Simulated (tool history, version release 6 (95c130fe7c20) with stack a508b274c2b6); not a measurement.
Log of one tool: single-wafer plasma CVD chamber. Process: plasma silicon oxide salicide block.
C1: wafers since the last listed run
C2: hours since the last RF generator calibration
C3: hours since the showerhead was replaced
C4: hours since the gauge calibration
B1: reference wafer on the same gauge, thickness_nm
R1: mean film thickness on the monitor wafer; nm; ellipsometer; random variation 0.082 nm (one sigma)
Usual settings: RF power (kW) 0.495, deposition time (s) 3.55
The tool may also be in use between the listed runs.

Run 1, day 0.000: usual settings but deposition time (s) 3.15; C1 0; C2 462.8; C3 7987.9; C4 954.6; B1 33.203. Result: R1 29.651 nm.
Run 2, day 1.221: usual settings; C1 653; C2 492.1; C3 8017.2; C4 983.9; B1 33.199. Result: R1 33.439 nm.
Run 3, day 3.050: usual settings; C1 979; C2 536.0; C3 8061.1; C4 1027.8; B1 33.182. Result: R1 33.462 nm.
Run 4, day 3.925: usual settings; C1 468; C2 557.0; C3 8082.1; C4 1048.8; B1 33.200. Result: R1 33.365 nm.
Run 5, day 4.462: usual settings; C1 287; C2 569.9; C3 8095.0; C4 1061.7; B1 33.182. Result: R1 33.294 nm.
Run 6, day 5.162: usual settings; C1 374; C2 586.7; C3 8111.8; C4 1078.5; B1 33.194. Result: R1 33.465 nm.
Run 7, day 6.308: usual settings but RF power (kW) 0.570, deposition time (s) 4.04; C1 613; C2 614.2; C3 8139.3; C4 1106.0; B1 33.190. Result: R1 39.186 nm.
Run 8, day 7.100: usual settings but RF power (kW) 0.570, deposition time (s) 4.04; C1 423; C2 633.2; C3 8158.3; C4 1125.0; B1 33.196. Result: R1 39.158 nm.
Run 9, day 8.496: usual settings but deposition time (s) 3.70; C1 747; C2 666.7; C3 8191.8; C4 1158.5; B1 33.188. Result: R1 34.748 nm.
Run 10, day 9.900: usual settings but deposition time (s) 3.70; C1 751; C2 700.4; C3 8225.5; C4 1192.2; B1 33.191. Result: R1 34.612 nm.
Run 11, day 11.167: usual settings but deposition time (s) 3.06; C1 678; C2 730.8; C3 8255.9; C4 1222.6; B1 33.203. Result: R1 28.654 nm.
Run 12, day 12.150: usual settings but deposition time (s) 3.06; C1 526; C2 754.4; C3 8279.5; C4 1246.2; B1 33.226. Result: R1 28.832 nm.
At day 12.179: gauge calibrated.
Run 13, day 13.533: usual settings but RF power (kW) 0.540, deposition time (s) 3.15; C1 740; C2 787.6; C3 8312.7; C4 32.5; B1 33.210. Result: R1 30.073 nm.
Run 14, day 14.271: usual settings; C1 394; C2 805.3; C3 8330.4; C4 50.2; B1 33.206. Result: R1 33.280 nm.
Run 15, day 14.992: usual settings; C1 385; C2 822.6; C3 8347.7; C4 67.5; B1 33.204. Result: R1 33.182 nm.
Run 16, day 15.892: usual settings; C1 481; C2 844.2; C3 8369.3; C4 89.1; B1 33.205. Result: R1 33.394 nm.
Run 17, day 16.612: usual settings; C1 385; C2 861.5; C3 8386.6; C4 106.4; B1 33.234. Result: R1 33.201 nm.
Run 18, day 17.683: usual settings; C1 573; C2 887.2; C3 8412.3; C4 132.1; B1 33.181. Result: R1 33.235 nm.
Run 19, day 19.100: usual settings but RF power (kW) 0.465, deposition time (s) 3.18; C1 758; C2 921.2; C3 8446.3; C4 166.1; B1 33.199. Result: R1 29.423 nm.
Run 20, day 23.083: usual settings but deposition time (s) 3.16; C1 2132; C2 1016.8; C3 8541.9; C4 261.7; B1 33.197. Result: R1 29.495 nm.
At day 23.758: RF generator calibrated.
Run 21, day 23.958: usual settings but RF power (kW) 0.430; C1 289; C2 4.8; C3 8562.9; C4 282.7; B1 33.218. Result: R1 32.413 nm.
At day 24.529: showerhead replaced.
Run 22, day 25.367: usual settings but RF power (kW) 0.410, deposition time (s) 3.37; C1 575; C2 38.6; C3 20.1; C4 316.5; B1 33.200. Result: R1 30.498 nm.
Run 23, day 26.254: usual settings but RF power (kW) 0.410, deposition time (s) 2.86; C1 475; C2 59.9; C3 41.4; C4 337.8; B1 33.219. Result: R1 25.997 nm.
Run 24, day 27.092: usual settings but RF power (kW) 0.560; C1 448; C2 80.0; C3 61.5; C4 357.9; B1 33.204. Result: R1 34.283 nm.
Run 25, day 28.575: usual settings but RF power (kW) 0.545, deposition time (s) 4.22; C1 794; C2 115.6; C3 97.1; C4 393.5; B1 33.225. Result: R1 40.652 nm.
Run 26, day 29.400: usual settings but RF power (kW) 0.535, deposition time (s) 3.31; C1 441; C2 135.4; C3 116.9; C4 413.3; B1 33.191. Result: R1 31.727 nm.
Run 27, day 30.258: usual settings; C1 459; C2 156.0; C3 137.5; C4 433.9; B1 33.186. Result: R1 33.416 nm.
Run 28, day 31.325: usual settings but RF power (kW) 0.405, deposition time (s) 3.26; C1 571; C2 181.6; C3 163.1; C4 459.5; B1 33.210. Result: R1 29.409 nm.
Run 29, day 31.996: usual settings; C1 359; C2 197.7; C3 179.2; C4 475.6; B1 33.216. Result: R1 33.439 nm.
Run 30, day 32.850: usual settings but deposition time (s) 4.09; C1 457; C2 218.2; C3 199.7; C4 496.1; B1 33.183. Result: R1 38.677 nm.
Run 31, day 34.671: usual settings but RF power (kW) 0.545, deposition time (s) 4.20; C1 974; C2 261.9; C3 243.4; C4 539.8; B1 33.195. Result: R1 40.470 nm.
Run 32, day 35.550: usual settings; C1 470; C2 283.0; C3 264.5; C4 560.9; B1 33.187. Result: R1 33.374 nm.
Run 33, day 39.312: usual settings; C1 2014; C2 373.3; C3 354.8; C4 651.2; B1 33.213. Result: R1 33.464 nm.
Run 34, day 40.362: usual settings but RF power (kW) 0.545, deposition time (s) 3.92; C1 562; C2 398.5; C3 380.0; C4 676.4; B1 33.198. Result: R1 37.892 nm.
Run 35, day 41.600: usual settings but RF power (kW) 0.425, deposition time (s) 3.09; C1 662; C2 428.2; C3 409.7; C4 706.1; B1 33.213. Result: R1 28.220 nm.
Run 36, day 42.267: usual settings; C1 356; C2 444.2; C3 425.7; C4 722.1; B1 33.163. Result: R1 33.502 nm.
Run 37, day 42.996: usual settings but RF power (kW) 0.415, deposition time (s) 3.15; C1 390; C2 461.7; C3 443.2; C4 739.6; B1 33.191. Result: R1 28.555 nm.
Run 38, day 47.096: usual settings but RF power (kW) 0.555, deposition time (s) 3.96; C1 2194; C2 560.1; C3 541.6; C4 838.0; B1 33.182. Result: R1 38.288 nm.
Run 39, day 47.671: usual settings but RF power (kW) 0.555, deposition time (s) 3.07; C1 307; C2 573.9; C3 555.4; C4 851.8; B1 33.199. Result: R1 29.735 nm.
Run 40, day 49.129: usual settings but RF power (kW) 0.460, deposition time (s) 3.32; C1 780; C2 608.9; C3 590.4; C4 886.8; B1 33.189. Result: R1 30.682 nm.
Run 41, day 51.938: usual settings; C1 1503; C2 676.3; C3 657.8; C4 954.2; B1 33.175. Result: R1 33.332 nm.
Run 42, day 52.650: usual settings but RF power (kW) 0.580, deposition time (s) 3.14; C1 381; C2 693.4; C3 674.9; C4 971.3; B1 33.209. Result: R1 30.640 nm.
Run 43, day 53.917: usual settings but RF power (kW) 0.440, deposition time (s) 3.08; C1 678; C2 723.8; C3 705.3; C4 1001.7; B1 33.194. Result: R1 28.098 nm.

Forecast each of these 5 alternatives for the next run:
Run A, day 53.933: usual settings but RF power (kW) 0.570; C1 8; C2 724.2; C3 705.7; C4 1002.1; B1 ?. Result: R1 ?.
Run B, day 53.933: usual settings but RF power (kW) 0.590, deposition time (s) 3.80; C1 8; C2 724.2; C3 705.7; C4 1002.1; B1 ?. Result: R1 ?.
Run C, day 53.933: usual settings but RF power (kW) 0.420, deposition time (s) 3.94; C1 8; C2 724.2; C3 705.7; C4 1002.1; B1 ?. Result: R1 ?.
Run D, day 53.933: usual settings but RF power (kW) 0.555, deposition time (s) 3.29; C1 8; C2 724.2; C3 705.7; C4 1002.1; B1 ?. Result: R1 ?.
Run E, day 53.933: usual settings but RF power (kW) 0.440, deposition time (s) 4.16; C1 8; C2 724.2; C3 705.7; C4 1002.1; B1 ?. Result: R1 ?.

run      B1      R1
  A  33.182  34.433
  B  33.182  37.157
  C  33.182  35.682
  D  33.182  31.714
  E  33.182  38.057
Without the tool's hidden state the same runs would have given:
run      R1
  A  34.649
  B  37.390
  C  35.906
  D  31.913
  E  38.296
